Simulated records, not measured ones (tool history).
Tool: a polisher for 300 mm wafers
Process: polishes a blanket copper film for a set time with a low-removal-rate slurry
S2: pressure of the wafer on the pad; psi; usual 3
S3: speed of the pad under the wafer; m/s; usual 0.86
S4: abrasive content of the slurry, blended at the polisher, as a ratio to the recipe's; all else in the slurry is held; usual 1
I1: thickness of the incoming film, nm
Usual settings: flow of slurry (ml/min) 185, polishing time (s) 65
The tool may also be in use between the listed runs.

run 1 hour=0 | flow_of_slurry_(ml/min)=185 S2=3 S3=0.86 S4=1 polishing_time_(s)=65 | I1=904.2 | film_removed_(nm)=188.9
run 2 hour=11.5 | flow_of_slurry_(ml/min)=185 S2=3 S3=0.86 S4=1 polishing_time_(s)=65 | I1=920 | film_removed_(nm)=188.1
run 3 hour=22 | flow_of_slurry_(ml/min)=185 S2=3 S3=0.86 S4=1 polishing_time_(s)=65 | I1=911.3 | film_removed_(nm)=182.2
run 4 hour=30.5 | flow_of_slurry_(ml/min)=185 S2=3 S3=0.96 S4=1 polishing_time_(s)=65 | I1=892.8 | film_removed_(nm)=210.5
run 5 hour=36.6 | flow_of_slurry_(ml/min)=185 S2=3 S3=0.96 S4=1 polishing_time_(s)=65 | I1=906 | film_removed_(nm)=209.5
run 6 hour=42.6 | flow_of_slurry_(ml/min)=185 S2=3 S3=0.96 S4=1 polishing_time_(s)=65 | I1=913.5 | film_removed_(nm)=203.5
run 7 hour=57.8 | flow_of_slurry_(ml/min)=185 S2=2.3 S3=0.86 S4=1.3 polishing_time_(s)=65 | I1=925.5 | film_removed_(nm)=148.8
run 8 hour=66.8 | flow_of_slurry_(ml/min)=185 S2=3 S3=0.66 S4=0.9 polishing_time_(s)=65 | I1=902.8 | film_removed_(nm)=142.8
run 9 hour=74 | flow_of_slurry_(ml/min)=140 S2=3 S3=0.86 S4=1 polishing_time_(s)=65 | I1=903.3 | film_removed_(nm)=175.5
run 10 hour=109.9 | flow_of_slurry_(ml/min)=185 S2=3 S3=0.86 S4=1 polishing_time_(s)=65 | I1=899.9 | film_removed_(nm)=189.4
run 11 hour=123.6 | flow_of_slurry_(ml/min)=185 S2=3.9 S3=0.96 S4=1 polishing_time_(s)=65 | I1=898.9 | film_removed_(nm)=265.4
run 12 hour=130.6 | flow_of_slurry_(ml/min)=160 S2=3 S3=0.86 S4=0.85 polishing_time_(s)=65 | I1=907.2 | film_removed_(nm)=184.9
run 13 hour=142.2 | flow_of_slurry_(ml/min)=130 S2=3.9 S3=0.86 S4=1 polishing_time_(s)=65 | I1=905.2 | film_removed_(nm)=230.3
run 14 hour=157.2 | flow_of_slurry_(ml/min)=215 S2=2.2 S3=0.86 S4=1 polishing_time_(s)=51 | I1=909.7 | film_removed_(nm)=108.6
run 15 hour=167.1 | flow_of_slurry_(ml/min)=185 S2=3 S3=0.86 S4=1 polishing_time_(s)=65 | I1=916.8 | film_removed_(nm)=186.9
run 16 hour=175.5 | flow_of_slurry_(ml/min)=185 S2=3.3 S3=0.72 S4=1 polishing_time_(s)=65 | I1=916.9 | film_removed_(nm)=178.6
run 17 hour=182.4 | flow_of_slurry_(ml/min)=185 S2=3 S3=0.94 S4=0.85 polishing_time_(s)=82 | I1=906.6 | film_removed_(nm)=244.7
run 18 hour=189 | flow_of_slurry_(ml/min)=150 S2=3 S3=0.64 S4=1 polishing_time_(s)=65 | I1=910.4 | film_removed_(nm)=136.6
run 19 hour=203.1 | flow_of_slurry_(ml/min)=185 S2=3 S3=0.86 S4=1 polishing_time_(s)=65 | I1=913.6 | film_removed_(nm)=188.1
run 20 hour=217.4 | flow_of_slurry_(ml/min)=185 S2=3 S3=1.12 S4=1 polishing_time_(s)=75 | I1=918.1 | film_removed_(nm)=273.3
run 21 hour=229.5 | flow_of_slurry_(ml/min)=185 S2=3 S3=0.86 S4=0.8 polishing_time_(s)=65 | I1=908.6 | film_removed_(nm)=181.9
run 22 hour=239.4 | flow_of_slurry_(ml/min)=185 S2=3 S3=0.86 S4=1 polishing_time_(s)=65 | I1=910.2 | film_removed_(nm)=184.3
run 23 hour=246.5 | flow_of_slurry_(ml/min)=185 S2=3 S3=0.86 S4=1 polishing_time_(s)=57 | I1=894.2 | film_removed_(nm)=164.4
run 24 hour=259.6 | flow_of_slurry_(ml/min)=185 S2=2.7 S3=0.98 S4=0.8 polishing_time_(s)=87 | I1=906.6 | film_removed_(nm)=240
run 25 hour=278.4 | flow_of_slurry_(ml/min)=185 S2=3 S3=0.6 S4=1.2 polishing_time_(s)=65 | I1=893.2 | film_removed_(nm)=138
run 26 hour=295.6 | flow_of_slurry_(ml/min)=185 S2=2.7 S3=0.86 S4=0.8 polishing_time_(s)=65 | I1=899.9 | film_removed_(nm)=156.9
run 27 hour=303.4 | flow_of_slurry_(ml/min)=245 S2=3.7 S3=0.86 S4=1 polishing_time_(s)=42 | I1=910.9 | film_removed_(nm)=154.9
run 28 hour=312.2 | flow_of_slurry_(ml/min)=235 S2=3.3 S3=0.72 S4=1 polishing_time_(s)=59 | I1=898.3 | film_removed_(nm)=161.6
run 29 hour=325.8 | flow_of_slurry_(ml/min)=185 S2=3 S3=1.08 S4=1 polishing_time_(s)=65 | I1=915.5 | film_removed_(nm)=238.5
run 30 hour=339.6 | flow_of_slurry_(ml/min)=185 S2=3 S3=0.86 S4=1 polishing_time_(s)=65 | I1=905.8 | film_removed_(nm)=184.2

Taken out of this log: 7 entries between the listed runs. Where each belongs, and how the hidden state differs across it:
Between runs 1 and 2: worn pad replaced by a new one (hour 11)
  no hidden state differs between the two runs
Between runs 6 and 7: slurry blender recalibrated (hour 51.1)
  no hidden state differs between the two runs
Between runs 9 and 10: slurry nozzle cleaned (hour 99.4)
  no hidden state differs between the two runs
Between runs 10 and 11: head pressure recalibrated (hour 117)
  no hidden state differs between the two runs
Between runs 11 and 12: worn pad replaced by a new one (hour 130.1)
  no hidden state differs between the two runs
Between runs 22 and 23: worn pad replaced by a new one (hour 246)
  no hidden state differs between the two runs
Between runs 25 and 26: slurry blender recalibrated (hour 294.8)
  no hidden state differs between the two runs
